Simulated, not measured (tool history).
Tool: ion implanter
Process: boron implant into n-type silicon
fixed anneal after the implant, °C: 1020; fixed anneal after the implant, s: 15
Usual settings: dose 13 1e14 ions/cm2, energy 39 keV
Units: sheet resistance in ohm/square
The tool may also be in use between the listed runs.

run	hour	dose	energy	read-back reference wafer on the same gauge, sheet resistance	sheet resistance
1	0	13	39	110.09	96.89
# hour 20.5: gauge calibrated
2	57	13	39	110.08	96.85
3	159.2	13	34	110.13	97.69
4	263.1	13	34	110.11	97.96
5	308.6	13	39	110.12	96.78
6	363.6	13	42.5	110.1	96.59
7	411.2	13	42.5	110.12	96.47
8	452.7	13	45	110.09	96.43
9	496.8	10.5	39	110.06	115.93
# hour 563.1: extraction supply calibrated
10	577.5	10.5	39	110.07	115.78
11	622.2	10.5	39	110.06	115.98
12	717.3	9.88	32	110.15	123.27

Forecast run 13:
13	802.6	10.17	25.5	?	?

read-back reference wafer on the same gauge, sheet resistance: 110.2
sheet resistance: 122.29 ohm/square
Without the tool's hidden state the same run would have given sheet resistance 121.15 ohm/square.

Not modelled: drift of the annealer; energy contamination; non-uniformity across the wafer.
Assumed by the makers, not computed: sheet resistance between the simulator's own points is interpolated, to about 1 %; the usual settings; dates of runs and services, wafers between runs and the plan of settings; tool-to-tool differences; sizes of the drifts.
